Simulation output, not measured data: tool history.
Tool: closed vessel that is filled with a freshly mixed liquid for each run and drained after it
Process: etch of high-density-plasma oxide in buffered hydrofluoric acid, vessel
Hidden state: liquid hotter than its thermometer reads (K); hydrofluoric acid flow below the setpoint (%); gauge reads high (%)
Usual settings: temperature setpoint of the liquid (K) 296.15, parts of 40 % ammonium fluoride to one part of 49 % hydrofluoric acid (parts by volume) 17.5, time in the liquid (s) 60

run,hour,temperature setpoint of the liquid (K),parts of 40 % ammonium fluoride to one part of 49 % hydrofluoric acid (parts by volume),time in the liquid (s),wafers since the last listed run,hours since the thermometer was replaced,hours since the hydrofluoric acid flow meter was replaced,hours since the gauge calibration,"read-back film thickness of the high-density-plasma oxide reference wafer, read on the same gauge (nm)",thickness taken off the high-density-plasma oxide on a monitor wafer (angstrom)
1,0,296.15,17.5,60,0,2424.8,2461.2,1430.7,70.01,510.3
2,29,296.15,20,60,1920,2453.8,2490.2,1459.7,70.02,443.4
# hour 35.1: thermometer replaced
3,55.2,296.15,20,60,1669,20.1,2516.4,1485.9,69.99,429.7
# hour 78: gauge calibrated
4,85.4,296.15,20,60,2000,50.3,2546.6,7.4,69.98,427.1
5,107.8,296.15,17.5,60,1483,72.7,2569,29.8,69.98,491
6,189.9,296.15,17.5,75,5438,154.8,2651.1,111.9,70,611.9
# hour 200.6: hydrofluoric acid flow meter replaced
7,220.8,296.15,17.5,60,1980,185.7,20.2,142.8,69.97,488
8,235.5,296.15,17.5,60,973,200.4,34.9,157.5,70.01,487.2
9,248.4,296.15,20.5,70,854,213.3,47.8,170.4,70.01,495.1
10,277.6,296.15,17.5,45,1934,242.5,77,199.6,70,368.1
11,301.8,293.65,19.5,90,1602,266.7,101.2,223.8,69.98,575.6
12,335.8,299.15,13,60,2252,300.7,135.2,257.8,70.01,779.1
13,374,296.15,17.5,60,2530,338.9,173.4,296,70.01,488.8
14,387.2,300.65,21,40,874,352.1,186.6,309.2,69.99,354.6
15,411.1,300.65,17.5,30,1583,376,210.5,333.1,70,316.8
16,446.5,296.15,17.5,60,2344,411.4,245.9,368.5,70.02,490.8
17,473.7,294.15,17.5,75,1801,438.6,273.1,395.7,70.01,546.2
18,534.1,298.15,19.5,85,4000,499,333.5,456.1,69.99,700
19,552,300.65,21,30,1185,516.9,351.4,474,69.98,265
20,567.8,296.15,17.5,60,1046,532.7,367.2,489.8,70.01,494.7
21,584.4,296.15,24.5,30,1099,549.3,383.8,506.4,70,188.1
22,615.1,296.15,17.5,60,2033,580,414.5,537.1,70.02,492.3
23,643.4,296.15,17.5,35,1874,608.3,442.8,565.4,70.01,286.2
24,671.6,296.15,17.5,60,1867,636.5,471,593.6,70,494.7
25,706.9,296.15,15,35,2338,671.8,506.3,628.9,70.02,337.8
26,731.3,298.15,19.5,85,1616,696.2,530.7,653.3,70.01,698.7
27,760.7,296.15,17.5,80,1947,725.6,560.1,682.7,70,657.6
28,777.6,298.15,17.5,60,1119,742.5,577,699.6,69.99,554.8
29,813.1,296.15,13,60,2351,778,612.5,735.1,69.99,663.9
30,831.3,296.15,19.5,60,1205,796.2,630.7,753.3,70,447.6
31,848.9,296.15,17.5,60,1165,813.8,648.3,770.9,70.01,491.7
32,869.2,298.65,17.5,60,1344,834.1,668.6,791.2,69.99,570.1

Some steps in thickness taken off the high-density-plasma oxide on a monitor wafer (angstrom) between neighbouring runs. How much of each would the tool show without its hidden state too (settings, what came in, random variation), and how much is left for the hidden state, with any gauge scatter that isn't in both results?
Run 2 -> 3: thermometer replaced. thickness taken off the high-density-plasma oxide on a monitor wafer (angstrom) -13.7: hidden state -18.7, all else +5.
Run 18 -> 19: temperature setpoint of the liquid (K) 298.15 -> 300.65, parts of 40 % ammonium fluoride to one part of 49 % hydrofluoric acid (parts by volume) 19.5 -> 21, time in the liquid (s) 85 -> 30. thickness taken off the high-density-plasma oxide on a monitor wafer (angstrom) -435: hidden state -4.6, all else -430.4.
Run 20 -> 21: parts of 40 % ammonium fluoride to one part of 49 % hydrofluoric acid (parts by volume) 17.5 -> 24.5, time in the liquid (s) 60 -> 30. thickness taken off the high-density-plasma oxide on a monitor wafer (angstrom) -306.6: hidden state -3.4, all else -303.2.
Run 25 -> 26: temperature setpoint of the liquid (K) 296.15 -> 298.15, parts of 40 % ammonium fluoride to one part of 49 % hydrofluoric acid (parts by volume) 15 -> 19.5, time in the liquid (s) 35 -> 85. thickness taken off the high-density-plasma oxide on a monitor wafer (angstrom) +360.9: hidden state +5, all else +355.9.
